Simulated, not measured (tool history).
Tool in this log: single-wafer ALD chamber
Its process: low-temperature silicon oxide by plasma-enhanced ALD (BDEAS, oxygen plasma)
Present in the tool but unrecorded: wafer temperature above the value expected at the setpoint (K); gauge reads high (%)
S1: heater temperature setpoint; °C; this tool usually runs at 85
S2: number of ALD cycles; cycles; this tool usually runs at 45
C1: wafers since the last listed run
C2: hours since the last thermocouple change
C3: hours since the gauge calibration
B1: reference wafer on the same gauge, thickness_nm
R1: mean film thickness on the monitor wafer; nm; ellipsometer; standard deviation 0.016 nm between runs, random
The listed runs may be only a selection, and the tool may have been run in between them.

run   hour   S1  S2   C1      C2     C3     B1     R1
  1      0   85  50    0  1019.8   62.7  5.878   7.12
  2   35.6   85  50  147  1055.4   98.3  5.877  7.114
  3   59.6   85  50   99  1079.4  122.3   5.88  7.107
  4   94.2   85  52  143    1114  156.9  5.876    7.4
  5  107.7   85  45   55  1127.5  170.4  5.878  6.389
  6  127.9   85  45   83  1147.7  190.6  5.885  6.416
  7  154.7   73  48  111  1174.5  217.4  5.879  7.164
  8  176.3   73  48   89  1196.1    239  5.882  7.142
  9  197.7   94  41   88  1217.5  260.4  5.877  5.633
 10  219.5   85  45   90  1239.3  282.2   5.88  6.431
 11  246.2   85  45  110    1266  308.9  5.884  6.392
 12  275.8   85  48  122  1295.6  338.5  5.878  6.829
 13  309.1   85  45  138  1328.9  371.8  5.881  6.425
 14  332.9   80  45   98  1352.7  395.6  5.885  6.512
 15    364   80  45  128  1383.8  426.7   5.88  6.547
 16  378.2   85  45   58    1398  440.9  5.878  6.444
 17  412.5   85  45  142  1432.3  475.2  5.879  6.418
 18  425.6   85  45   54  1445.4  488.3  5.882  6.454
 19  454.8   85  39  121  1474.6  517.5  5.874  5.594
 20  480.9   89  47  108  1500.7  543.6   5.88  6.619
 21  501.7   98  45   86  1521.5  564.4  5.886    6.1
 22    519   85  38   71  1538.8  581.7  5.875  5.455
     543.4  -- thermocouple changed; heater temperature recalibrated
 23    567   85  45  165    23.6  629.7  5.884  6.237
 24  593.5   85  45  109    50.1  656.2  5.872   6.27
     595.4  -- gauge calibrated
 25  625.4   77  39  132      82     30  5.883  5.582
 26  641.6   72  39   67    98.2   46.2  5.879  5.682
 27  656.2   85  42   60   112.8   60.8  5.885  5.817
 28    691   92  40  144   147.6   95.6  5.885  5.374
 29  706.4   90  37   63     163    111  5.881  5.032
 30  735.5   85  47  120   192.1  140.1  5.878  6.532
 31  768.1   85  49  135   224.7  172.7   5.88  6.796
 32  800.1  100  41  132   256.7  204.7  5.881  5.392
 33  812.9   85  45   53   269.5  217.5  5.886  6.277
 34  825.3   79  39   51   281.9  229.9  5.876  5.572
 35  852.7   76  41  113   309.3  257.3  5.884  5.927
 36  873.4   75  42   85     330    278  5.881  6.091
 37  889.8   89  41   67   346.4  294.4  5.882  5.634

Run-by-run hidden state of the tool:
gauge reads high (%): 0 on each run
H1: wafer temperature above the value expected at the setpoint (K)
run      H1
  1   -4.45
  2   -4.59
  3   -4.68
  4   -4.81
  5   -4.86
  6   -4.94
  7   -5.04
  8   -5.12
  9    -5.2
 10   -5.29
 11   -5.39
 12    -5.5
 13   -5.63
 14   -5.72
 15   -5.84
 16   -5.89
 17   -6.02
 18   -6.07
 19   -6.18
 20   -6.28
 21   -6.36
 22   -6.43
 23     1.3
 24     1.2
 25    1.08
 26    1.02
 27   0.961
 28   0.829
 29    0.77
 30   0.659
 31   0.535
 32   0.413
 33   0.364
 34   0.317
 35   0.212
 36   0.133
 37  0.0707
